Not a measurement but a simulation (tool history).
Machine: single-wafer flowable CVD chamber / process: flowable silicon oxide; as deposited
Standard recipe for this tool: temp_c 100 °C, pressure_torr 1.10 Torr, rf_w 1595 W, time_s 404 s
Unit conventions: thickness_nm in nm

run     day  temp_c  pressure_torr  rf_w  time_s  read-back reference wafer on the same gauge, thickness_nm  thickness_nm
  1   0.000     100           1.10  1595     404                                                    387.925       330.224
  2   0.338     100           1.10  1595     404                                                    388.075       329.234
  3   0.638     100           1.10  1595     404                                                    388.021       329.573
  4   1.254     100           1.19  1595     404                                                    387.434       354.321
  5   1.667     100           1.19  1595     404                                                    387.902       358.000
  6   2.342     100           1.10  1595     404                                                    387.927       328.116
      2.838  -- thermocouple changed; heater temperature recalibrated
  7   2.858     111           1.10  1595     404                                                    388.108       222.177
  8   3.188     100           1.10  1595     451                                                    388.180       350.614
  9   3.675     100           1.10  1595     451                                                    388.460       345.282
 10   4.308     100           1.10  1595     404                                                    387.801       312.736
      4.954  -- showerhead replaced
      5.108  -- capacitance manometer re-zeroed and calibrated
 11   5.129     100           1.10  1595     404                                                    388.032       345.866
 12   5.354     100           1.10  1595     404                                                    388.312       345.466
 13   6.000     100           0.85  1595     404                                                    387.977       270.190
 14   6.312      92           1.10  1595     404                                                    387.988       442.846
 15   6.788      88           1.00  1815     404                                                    388.159       475.973
 16   7.442      86           1.00  1330     404                                                    387.866       462.340
 17   8.075     100           1.10  1595     404                                                    388.048       345.813
 18   8.392     100           1.32  1295     344                                                    388.397       328.706
 19   9.058     100           1.10  1690     404                                                    387.843       350.603
 20   9.767     100           1.10  1595     404                                                    388.165       345.815
     10.475  -- gauge calibrated
     10.817  -- RF generator calibrated
 21  11.192     100           1.10  1595     404                                                    388.314       347.467
 22  11.879      93           1.10  1730     370                                                    387.873       404.526
 23  12.500      95           0.93  1595     404                                                    388.203       344.078
 24  12.867      93           0.89  1805     335                                                    387.856       300.502
 25  13.433     114           1.18  1715     353                                                    388.300       212.312
 26  13.850     110           1.10  1595     448                                                    388.254       278.597
 27  14.192      93           1.31  1595     370                                                    388.640       466.215
 28  14.612     100           1.31  1595     324                                                    388.013       328.428
 29  15.271     100           1.10  1595     404                                                    387.849       348.078

Here are 3 independent what-if runs from the current tool condition. What would each one return?
  A  15.292     100           1.10  1595     404                                                          ?             ?
  B  15.292     114           0.94  1765     404                                                          ?             ?
  C  15.292      96           0.86  1410     325                                                          ?             ?

run  read-back reference wafer on the same gauge, thickness_nm  thickness_nm
  A                                                    388.017       345.444
  B                                                    388.017       195.699
  C                                                    388.017       239.674
Without the tool's hidden state the same runs would have given:
run  thickness_nm
  A       346.279
  B       196.042
  C       240.157
